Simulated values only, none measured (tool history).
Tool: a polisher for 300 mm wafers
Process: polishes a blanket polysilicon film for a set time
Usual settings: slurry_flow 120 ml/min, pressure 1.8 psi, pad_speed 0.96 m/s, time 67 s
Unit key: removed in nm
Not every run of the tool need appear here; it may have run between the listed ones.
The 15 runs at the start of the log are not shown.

run	hour	slurry_flow	pressure	pad_speed	time	incoming thickness of the incoming film, nm	removed
# hour 373.5: head pressure recalibrated
16	390.3	120	1.3	0.80	59	2042.5	221.2
17	409.5	145	2.3	1.18	80	1997.1	530.1
18	434.6	120	1.8	0.96	67	2054.0	333.5
# hour 457.3: worn pad replaced by a new one
19	467.4	120	2.1	0.96	67	2022.2	374.1
20	479.8	120	1.8	1.08	79	2015.2	427.6
21	506.4	85	1.8	0.96	67	2031.8	323.3
22	527.9	120	1.8	0.96	67	2036.5	340.6
23	546.1	85	2.4	0.96	79	2014.7	459.6
24	567.9	120	1.8	1.26	67	2003.8	403.8
25	649.6	155	2.0	0.96	53	2018.6	300.6
26	684.3	120	1.8	1.28	60	2043.2	366.7
# hour 707.5: worn pad replaced by a new one
27	716.2	145	1.6	0.96	67	2041.3	324.7
28	750.3	145	1.8	0.96	67	1992.9	350.6
29	780.2	120	1.8	1.30	85	2043.9	524.0
30	795.3	120	1.8	0.96	56	1986.8	287.9
31	823.2	160	1.2	0.96	67	1999.6	284.7
32	853.8	90	1.8	0.96	67	2001.2	332.2
33	866.7	120	1.3	0.78	56	2010.2	215.4
34	893.7	120	1.8	0.70	56	2006.0	243.2
# hour 904.7: worn pad replaced by a new one
35	918.4	120	2.1	1.20	67	1990.7	432.3
# hour 922.8: slurry nozzle cleaned
36	947.2	120	1.8	1.14	54	2017.5	306.3

Predict each of these 5 candidate next runs independently; none follows another, all start after run 36:
A	947.6	120	1.8	1.08	67	2044.6	?
B	947.6	120	1.8	0.96	48	2044.6	?
C	947.6	120	1.8	1.20	61	2044.6	?
D	947.6	155	1.2	1.22	45	2044.6	?
E	947.6	120	1.8	0.96	45	2044.6	?

run	removed
A	377.2
B	252.6
C	365.8
D	225.2
E	236.8
Stripped of hidden state, with their random variation kept, the same runs would have yielded:
run	removed
A	363.3
B	243.3
C	352.3
D	216.9
E	228.1
